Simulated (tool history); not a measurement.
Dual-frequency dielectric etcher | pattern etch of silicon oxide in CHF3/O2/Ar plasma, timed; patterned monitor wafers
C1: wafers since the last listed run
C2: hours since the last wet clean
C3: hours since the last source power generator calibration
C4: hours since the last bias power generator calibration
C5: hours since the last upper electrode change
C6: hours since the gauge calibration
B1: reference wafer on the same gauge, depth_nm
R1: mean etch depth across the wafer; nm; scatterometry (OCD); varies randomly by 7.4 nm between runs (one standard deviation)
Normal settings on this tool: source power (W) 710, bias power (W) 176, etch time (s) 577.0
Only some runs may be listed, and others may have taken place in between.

{"run": 1, "hour": 0.0, "source power (W)": 710, "bias power (W)": 176, "etch time (s)": 577.0, "C1": 0, "C2": 1.6, "C3": 839.6, "C4": 1273.5, "C5": 1519.3, "C6": 646.5, "B1": 1258.8, "R1": 1314.9}
{"run": 2, "hour": 35.7, "source power (W)": 710, "bias power (W)": 176, "etch time (s)": 577.0, "C1": 147, "C2": 37.3, "C3": 875.3, "C4": 1309.2, "C5": 1555.0, "C6": 682.2, "B1": 1259.8, "R1": 1296.2}
{"run": 3, "hour": 104.7, "source power (W)": 710, "bias power (W)": 176, "etch time (s)": 577.0, "C1": 285, "C2": 106.3, "C3": 944.3, "C4": 1378.2, "C5": 1624.0, "C6": 751.2, "B1": 1255.6, "R1": 1291.6}
{"run": 4, "hour": 146.0, "source power (W)": 710, "bias power (W)": 176, "etch time (s)": 577.0, "C1": 170, "C2": 147.6, "C3": 985.6, "C4": 1419.5, "C5": 1665.3, "C6": 792.5, "B1": 1261.8, "R1": 1298.1}
{"run": 5, "hour": 195.8, "source power (W)": 610, "bias power (W)": 176, "etch time (s)": 577.0, "C1": 205, "C2": 197.4, "C3": 1035.4, "C4": 1469.3, "C5": 1715.1, "C6": 842.3, "B1": 1259.7, "R1": 1215.9}
{"run": 6, "hour": 232.2, "source power (W)": 610, "bias power (W)": 176, "etch time (s)": 577.0, "C1": 150, "C2": 233.8, "C3": 1071.8, "C4": 1505.7, "C5": 1751.5, "C6": 878.7, "B1": 1262.3, "R1": 1224.8}
{"run": 7, "hour": 268.8, "source power (W)": 710, "bias power (W)": 176, "etch time (s)": 577.0, "C1": 151, "C2": 270.4, "C3": 1108.4, "C4": 1542.3, "C5": 1788.1, "C6": 915.3, "B1": 1259.5, "R1": 1292.9}
{"run": 8, "hour": 331.9, "source power (W)": 710, "bias power (W)": 176, "etch time (s)": 507.0, "C1": 260, "C2": 333.5, "C3": 1171.5, "C4": 1605.4, "C5": 1851.2, "C6": 978.4, "B1": 1260.6, "R1": 1121.6}
{"run": 9, "hour": 384.4, "source power (W)": 710, "bias power (W)": 176, "etch time (s)": 577.0, "C1": 216, "C2": 386.0, "C3": 1224.0, "C4": 1657.9, "C5": 1903.7, "C6": 1030.9, "B1": 1258.2, "R1": 1277.1}
{"run": 10, "hour": 438.0, "source power (W)": 710, "bias power (W)": 176, "etch time (s)": 577.0, "C1": 221, "C2": 439.6, "C3": 1277.6, "C4": 1711.5, "C5": 1957.3, "C6": 1084.5, "B1": 1259.1, "R1": 1276.8}
{"hour": 459.2, "done": "gauge calibrated"}
{"run": 11, "hour": 463.6, "source power (W)": 710, "bias power (W)": 176, "etch time (s)": 577.0, "C1": 105, "C2": 465.2, "C3": 1303.2, "C4": 1737.1, "C5": 1982.9, "C6": 4.4, "B1": 1260.8, "R1": 1274.0}
{"hour": 494.6, "done": "wet clean of the chamber"}
{"run": 12, "hour": 525.7, "source power (W)": 710, "bias power (W)": 176, "etch time (s)": 577.0, "C1": 157, "C2": 31.1, "C3": 1365.3, "C4": 1799.2, "C5": 2045.0, "C6": 66.5, "B1": 1262.0, "R1": 1312.8}
{"run": 13, "hour": 585.7, "source power (W)": 780, "bias power (W)": 164, "etch time (s)": 457.5, "C1": 247, "C2": 91.1, "C3": 1425.3, "C4": 1859.2, "C5": 2105.0, "C6": 126.5, "B1": 1259.3, "R1": 1062.3}
{"run": 14, "hour": 785.4, "source power (W)": 710, "bias power (W)": 176, "etch time (s)": 577.0, "C1": 825, "C2": 290.8, "C3": 1625.0, "C4": 2058.9, "C5": 2304.7, "C6": 326.2, "B1": 1260.4, "R1": 1277.2}
{"hour": 827.2, "done": "bias power generator calibrated"}
{"run": 15, "hour": 844.0, "source power (W)": 850, "bias power (W)": 147, "etch time (s)": 484.5, "C1": 225, "C2": 349.4, "C3": 1683.6, "C4": 16.8, "C5": 2363.3, "C6": 384.8, "B1": 1260.3, "R1": 1112.8}
{"hour": 872.1, "done": "source power generator calibrated"}
{"run": 16, "hour": 894.6, "source power (W)": 630, "bias power (W)": 138, "etch time (s)": 512.5, "C1": 192, "C2": 400.0, "C3": 22.5, "C4": 67.4, "C5": 2413.9, "C6": 435.4, "B1": 1258.6, "R1": 1031.8}
{"run": 17, "hour": 941.9, "source power (W)": 800, "bias power (W)": 163, "etch time (s)": 702.0, "C1": 195, "C2": 447.3, "C3": 69.8, "C4": 114.7, "C5": 2461.2, "C6": 482.7, "B1": 1258.2, "R1": 1599.5}
{"hour": 975.8, "done": "upper electrode replaced"}
{"hour": 999.9, "done": "wet clean of the chamber"}
{"run": 18, "hour": 1001.5, "source power (W)": 760, "bias power (W)": 176, "etch time (s)": 577.0, "C1": 47, "C2": 1.6, "C3": 129.4, "C4": 174.3, "C5": 25.7, "C6": 542.3, "B1": 1260.2, "R1": 1363.2}
{"run": 19, "hour": 1069.3, "source power (W)": 710, "bias power (W)": 136, "etch time (s)": 660.5, "C1": 280, "C2": 69.4, "C3": 197.2, "C4": 242.1, "C5": 93.5, "C6": 610.1, "B1": 1259.0, "R1": 1437.2}
{"run": 20, "hour": 1140.7, "source power (W)": 850, "bias power (W)": 147, "etch time (s)": 484.5, "C1": 295, "C2": 140.8, "C3": 268.6, "C4": 313.5, "C5": 164.9, "C6": 681.5, "B1": 1260.3, "R1": 1142.0}
{"run": 21, "hour": 1172.7, "source power (W)": 710, "bias power (W)": 134, "etch time (s)": 513.0, "C1": 132, "C2": 172.8, "C3": 300.6, "C4": 345.5, "C5": 196.9, "C6": 713.5, "B1": 1255.6, "R1": 1091.1}
{"run": 22, "hour": 1200.0, "source power (W)": 810, "bias power (W)": 210, "etch time (s)": 577.0, "C1": 112, "C2": 200.1, "C3": 327.9, "C4": 372.8, "C5": 224.2, "C6": 740.8, "B1": 1260.8, "R1": 1414.5}
{"run": 23, "hour": 1253.5, "source power (W)": 610, "bias power (W)": 176, "etch time (s)": 695.5, "C1": 221, "C2": 253.6, "C3": 381.4, "C4": 426.3, "C5": 277.7, "C6": 794.3, "B1": 1259.6, "R1": 1468.9}
{"run": 24, "hour": 1285.0, "source power (W)": 790, "bias power (W)": 211, "etch time (s)": 495.5, "C1": 130, "C2": 285.1, "C3": 412.9, "C4": 457.8, "C5": 309.2, "C6": 825.8, "B1": 1262.1, "R1": 1206.5}

Some steps in R1, run to run, broken into two amounts with sign: the step expected even without the hidden condition (settings, incoming material, random variation), and the rest, left for the hidden condition together with whatever gauge scatter is not in both the measured and the hidden-condition-free result:
Hidden state present: etch rate over this chamber's usual, %; source power that arrives over what is set, %; bias power that arrives over what is set, %; gauge reads high (%).
Run 11 -> 12: wet clean of the chamber. R1 +38.8 nm: hidden state +32.6, all else +6.2.
Run 16 -> 17: source power (W) 630 -> 800, bias power (W) 138 -> 163, etch time (s) 512.5 -> 702.0. R1 +567.7 nm: hidden state -18.9, all else +586.6.
Run 17 -> 18: source power (W) 800 -> 760, bias power (W) 163 -> 176, etch time (s) 702.0 -> 577.0, upper electrode replaced, wet clean of the chamber. R1 -236.3 nm: hidden state +53.1, all else -289.4.
Run 21 -> 22: source power (W) 710 -> 810, bias power (W) 134 -> 210, etch time (s) 513.0 -> 577.0. R1 +323.4 nm: hidden state -3.5, all else +326.9.
